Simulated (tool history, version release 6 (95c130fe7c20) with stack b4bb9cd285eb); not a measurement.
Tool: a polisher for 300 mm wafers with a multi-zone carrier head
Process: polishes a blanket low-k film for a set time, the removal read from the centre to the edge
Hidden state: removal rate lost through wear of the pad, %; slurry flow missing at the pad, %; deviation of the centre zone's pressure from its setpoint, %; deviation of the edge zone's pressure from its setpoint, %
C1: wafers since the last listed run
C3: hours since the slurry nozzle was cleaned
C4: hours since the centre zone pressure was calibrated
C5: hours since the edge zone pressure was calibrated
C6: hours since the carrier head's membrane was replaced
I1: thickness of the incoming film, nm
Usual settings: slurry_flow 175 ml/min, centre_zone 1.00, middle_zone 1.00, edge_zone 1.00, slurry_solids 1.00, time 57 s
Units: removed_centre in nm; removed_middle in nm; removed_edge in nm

run 1 hour=0.0 | slurry_flow=175 centre_zone=1.00 middle_zone=1.00 edge_zone=1.00 slurry_solids=1.00 time=57 | C1=0 wafers_polished_on_this_pad=3683 C3=37.0 C4=270.2 C5=142.9 C6=1636.1 | I1=589.6 | removed_centre=34.3 removed_middle=33.5 removed_edge=34.2
-- hour=4.0 worn pad replaced by a new one
run 2 hour=95.7 | slurry_flow=175 centre_zone=1.00 middle_zone=1.00 edge_zone=1.00 slurry_solids=1.00 time=57 | C1=755 wafers_polished_on_this_pad=755 C3=132.7 C4=365.9 C5=238.6 C6=1731.8 | I1=580.5 | removed_centre=34.1 removed_middle=33.4 removed_edge=33.4
run 3 hour=164.2 | slurry_flow=175 centre_zone=1.00 middle_zone=1.00 edge_zone=1.00 slurry_solids=1.00 time=57 | C1=563 wafers_polished_on_this_pad=1319 C3=201.2 C4=434.4 C5=307.1 C6=1800.3 | I1=591.7 | removed_centre=34.6 removed_middle=33.4 removed_edge=34.3
-- hour=229.6 carrier head's membrane replaced by a new one
-- hour=231.4 edge zone pressure recalibrated
run 4 hour=263.5 | slurry_flow=175 centre_zone=1.00 middle_zone=1.00 edge_zone=1.00 slurry_solids=1.00 time=57 | C1=761 wafers_polished_on_this_pad=2080 C3=300.5 C4=533.7 C5=32.1 C6=33.9 | I1=600.6 | removed_centre=34.7 removed_middle=33.4 removed_edge=34.6
run 5 hour=351.8 | slurry_flow=175 centre_zone=1.00 middle_zone=1.00 edge_zone=1.00 slurry_solids=1.00 time=57 | C1=726 wafers_polished_on_this_pad=2807 C3=388.8 C4=622.0 C5=120.4 C6=122.2 | I1=596.4 | removed_centre=34.6 removed_middle=33.6 removed_edge=32.7
run 6 hour=431.5 | slurry_flow=200 centre_zone=1.00 middle_zone=1.00 edge_zone=1.00 slurry_solids=1.00 time=57 | C1=656 wafers_polished_on_this_pad=3463 C3=468.5 C4=701.7 C5=200.1 C6=201.9 | I1=598.9 | removed_centre=35.9 removed_middle=34.1 removed_edge=33.9
-- hour=448.3 slurry nozzle cleaned
-- hour=454.4 worn pad replaced by a new one
run 7 hour=477.0 | slurry_flow=200 centre_zone=1.00 middle_zone=1.00 edge_zone=1.00 slurry_solids=1.00 time=57 | C1=333 wafers_polished_on_this_pad=186 C3=28.7 C4=747.2 C5=245.6 C6=247.4 | I1=584.5 | removed_centre=36.1 removed_middle=34.4 removed_edge=34.0
run 8 hour=550.0 | slurry_flow=200 centre_zone=1.00 middle_zone=1.00 edge_zone=1.00 slurry_solids=1.00 time=57 | C1=601 wafers_polished_on_this_pad=787 C3=101.7 C4=820.2 C5=318.6 C6=320.4 | I1=600.7 | removed_centre=35.4 removed_middle=34.7 removed_edge=35.6
run 9 hour=636.9 | slurry_flow=200 centre_zone=1.00 middle_zone=1.00 edge_zone=1.00 slurry_solids=1.00 time=57 | C1=715 wafers_polished_on_this_pad=1502 C3=188.6 C4=907.1 C5=405.5 C6=407.3 | I1=579.6 | removed_centre=35.3 removed_middle=34.1 removed_edge=34.0
run 10 hour=705.0 | slurry_flow=125 centre_zone=1.00 middle_zone=1.11 edge_zone=1.00 slurry_solids=1.20 time=57 | C1=560 wafers_polished_on_this_pad=2063 C3=256.7 C4=975.2 C5=473.6 C6=475.4 | I1=593.5 | removed_centre=35.5 removed_middle=37.7 removed_edge=35.6
-- hour=723.2 edge zone pressure recalibrated
run 11 hour=771.2 | slurry_flow=175 centre_zone=1.00 middle_zone=1.00 edge_zone=1.00 slurry_solids=1.00 time=57 | C1=528 wafers_polished_on_this_pad=2592 C3=322.9 C4=1041.4 C5=48.0 C6=541.6 | I1=592.1 | removed_centre=35.2 removed_middle=33.6 removed_edge=34.2
-- hour=830.5 slurry nozzle cleaned
run 12 hour=854.5 | slurry_flow=175 centre_zone=1.00 middle_zone=1.00 edge_zone=1.00 slurry_solids=1.00 time=57 | C1=677 wafers_polished_on_this_pad=3269 C3=24.0 C4=1124.7 C5=131.3 C6=624.9 | I1=581.5 | removed_centre=34.8 removed_middle=33.3 removed_edge=34.1
-- hour=916.9 worn pad replaced by a new one
run 13 hour=956.7 | slurry_flow=135 centre_zone=1.00 middle_zone=1.00 edge_zone=1.05 slurry_solids=1.00 time=45 | C1=808 wafers_polished_on_this_pad=327 C3=126.2 C4=1226.9 C5=233.5 C6=727.1 | I1=582.6 | removed_centre=26.4 removed_middle=25.6 removed_edge=26.2
run 14 hour=1007.4 | slurry_flow=175 centre_zone=1.00 middle_zone=1.00 edge_zone=1.00 slurry_solids=1.00 time=57 | C1=417 wafers_polished_on_this_pad=744 C3=176.9 C4=1277.6 C5=284.2 C6=777.8 | I1=601.4 | removed_centre=35.2 removed_middle=34.0 removed_edge=33.4
run 15 hour=1091.4 | slurry_flow=130 centre_zone=1.00 middle_zone=0.90 edge_zone=0.89 slurry_solids=1.00 time=66 | C1=691 wafers_polished_on_this_pad=1436 C3=260.9 C4=1361.6 C5=368.2 C6=861.8 | I1=597.4 | removed_centre=37.5 removed_middle=33.9 removed_edge=35.7
-- hour=1176.3 edge zone pressure recalibrated
-- hour=1180.1 centre zone pressure recalibrated
run 16 hour=1199.0 | slurry_flow=175 centre_zone=1.00 middle_zone=1.00 edge_zone=1.00 slurry_solids=1.00 time=57 | C1=852 wafers_polished_on_this_pad=2289 C3=368.5 C4=18.9 C5=22.7 C6=969.4 | I1=593.0 | removed_centre=35.4 removed_middle=33.4 removed_edge=34.0
-- hour=1244.5 slurry nozzle cleaned
run 17 hour=1281.6 | slurry_flow=175 centre_zone=1.00 middle_zone=1.00 edge_zone=1.00 slurry_solids=1.00 time=46 | C1=671 wafers_polished_on_this_pad=2961 C3=37.1 C4=101.5 C5=105.3 C6=1052.0 | I1=580.1 | removed_centre=28.1 removed_middle=27.1 removed_edge=27.5
-- hour=1302.3 worn pad replaced by a new one
run 18 hour=1363.2 | slurry_flow=230 centre_zone=1.11 middle_zone=1.00 edge_zone=1.09 slurry_solids=1.00 time=42 | C1=638 wafers_polished_on_this_pad=501 C3=118.7 C4=183.1 C5=186.9 C6=1133.6 | I1=595.5 | removed_centre=29.5 removed_middle=25.5 removed_edge=26.6
run 19 hour=1452.7 | slurry_flow=175 centre_zone=1.00 middle_zone=1.00 edge_zone=1.00 slurry_solids=1.00 time=63 | C1=736 wafers_polished_on_this_pad=1238 C3=208.2 C4=272.6 C5=276.4 C6=1223.1 | I1=594.6 | removed_centre=38.2 removed_middle=36.6 removed_edge=38.0
-- hour=1550.1 edge zone pressure recalibrated
run 20 hour=1577.5 | slurry_flow=130 centre_zone=1.00 middle_zone=1.00 edge_zone=1.00 slurry_solids=1.00 time=57 | C1=1011 wafers_polished_on_this_pad=2249 C3=333.0 C4=397.4 C5=27.4 C6=1347.9 | I1=593.4 | removed_centre=32.5 removed_middle=32.3 removed_edge=31.6
-- hour=1613.4 slurry nozzle cleaned
run 21 hour=1626.9 | slurry_flow=175 centre_zone=1.00 middle_zone=1.00 edge_zone=1.03 slurry_solids=1.00 time=42 | C1=398 wafers_polished_on_this_pad=2648 C3=13.5 C4=446.8 C5=76.8 C6=1397.3 | I1=586.6 | removed_centre=25.8 removed_middle=24.8 removed_edge=25.4

The tool's hidden state at each run:
removal rate lost through wear of the pad, %: 0 in every run
slurry flow missing at the pad, %: 0 in every run
deviation of the centre zone's pressure from its setpoint, %: 0 in every run
deviation of the edge zone's pressure from its setpoint, %: 0 in every run
